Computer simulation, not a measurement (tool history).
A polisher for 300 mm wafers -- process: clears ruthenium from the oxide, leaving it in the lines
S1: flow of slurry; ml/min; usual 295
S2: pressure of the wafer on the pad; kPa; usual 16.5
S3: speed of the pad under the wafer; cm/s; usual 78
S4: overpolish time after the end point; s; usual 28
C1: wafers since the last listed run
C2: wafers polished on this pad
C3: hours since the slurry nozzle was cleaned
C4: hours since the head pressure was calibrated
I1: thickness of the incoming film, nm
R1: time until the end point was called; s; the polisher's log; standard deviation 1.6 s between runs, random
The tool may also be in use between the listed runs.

| run | day | S1 | S2 | S3 | S4 | C1 | C2 | C3 | C4 | I1 | R1 |
|---|---|---|---|---|---|---|---|---|---|---|---|
| 1 | 0 | 375 | 16.5 | 78 | 28 | 0 | 841 | 180.7 | 1254.2 | 151.4 | 149.4 |
| 2 | 0.342 | 375 | 16.5 | 78 | 28 | 67 | 909 | 188.9 | 1262.4 | 146.7 | 146.3 |
| 3 | 0.8 | 295 | 16.5 | 78 | 28 | 90 | 999 | 199.9 | 1273.4 | 150.7 | 153.7 |
|  | 1.354 | worn pad replaced by a new one |
| 4 | 1.4 | 295 | 16.5 | 78 | 28 | 85 | 9 | 214.3 | 1287.8 | 148.1 | 141.7 |
| 5 | 1.983 | 295 | 19.3 | 98 | 28 | 115 | 124 | 228.3 | 1301.8 | 147.1 | 94.7 |
| 6 | 2.329 | 295 | 19.3 | 98 | 28 | 68 | 192 | 236.6 | 1310.1 | 150.8 | 99 |
| 7 | 2.775 | 295 | 19.3 | 98 | 28 | 88 | 280 | 247.3 | 1320.8 | 150.6 | 101.1 |
| 8 | 3.042 | 295 | 16.5 | 78 | 28 | 52 | 333 | 253.7 | 1327.2 | 149.5 | 144.9 |
| 9 | 3.746 | 295 | 16.5 | 78 | 28 | 139 | 472 | 270.6 | 1344.1 | 151.6 | 148.5 |
| 10 | 4.179 | 295 | 16.5 | 78 | 28 | 85 | 558 | 281 | 1354.5 | 149.2 | 149 |
|  | 4.262 | head pressure recalibrated |
| 11 | 4.754 | 295 | 16.5 | 78 | 28 | 97 | 655 | 294.8 | 11.8 | 150.5 | 149.4 |
| 12 | 5.088 | 295 | 16.5 | 78 | 28 | 65 | 721 | 302.8 | 19.8 | 151.4 | 152.8 |
| 13 | 5.708 | 295 | 16.5 | 78 | 28 | 122 | 843 | 317.7 | 34.7 | 149.1 | 152.6 |
| 14 | 5.988 | 295 | 16.5 | 78 | 28 | 55 | 898 | 324.4 | 41.4 | 149 | 151.7 |
| 15 | 6.371 | 295 | 16.5 | 78 | 28 | 75 | 974 | 333.6 | 50.6 | 148.3 | 152.2 |
| 16 | 6.933 | 260 | 13.1 | 68 | 35 | 111 | 1085 | 347.1 | 64.1 | 151.6 | 232.1 |
| 17 | 7.2 | 295 | 21.4 | 104 | 28 | 52 | 1138 | 353.5 | 70.5 | 151.2 | 89.2 |
|  | 7.85 | worn pad replaced by a new one, of another model than before |
| 18 | 7.871 | 295 | 16.5 | 78 | 28 | 99 | 4 | 369.6 | 86.6 | 152.6 | 142.4 |
| 19 | 8.121 | 295 | 16.5 | 78 | 28 | 49 | 53 | 375.6 | 92.6 | 150.1 | 142.9 |
| 20 | 8.583 | 380 | 11 | 54 | 20 | 91 | 145 | 386.7 | 103.7 | 150.3 | 227.8 |
|  | 8.762 | slurry nozzle cleaned |
| 21 | 9.017 | 250 | 11.7 | 78 | 28 | 77 | 222 | 6.1 | 114.1 | 149.5 | 178.7 |

What does the tool deliver on the next run?
| 22 | 9.362 | 240 | 16.5 | 68 | 28 | 68 | 290 | 14.4 | 122.4 | 150.7 | ? |

R1: 162.6 s
If the tool had no hidden condition, the same run with the same run-to-run variation would have returned R1 158.1 s.
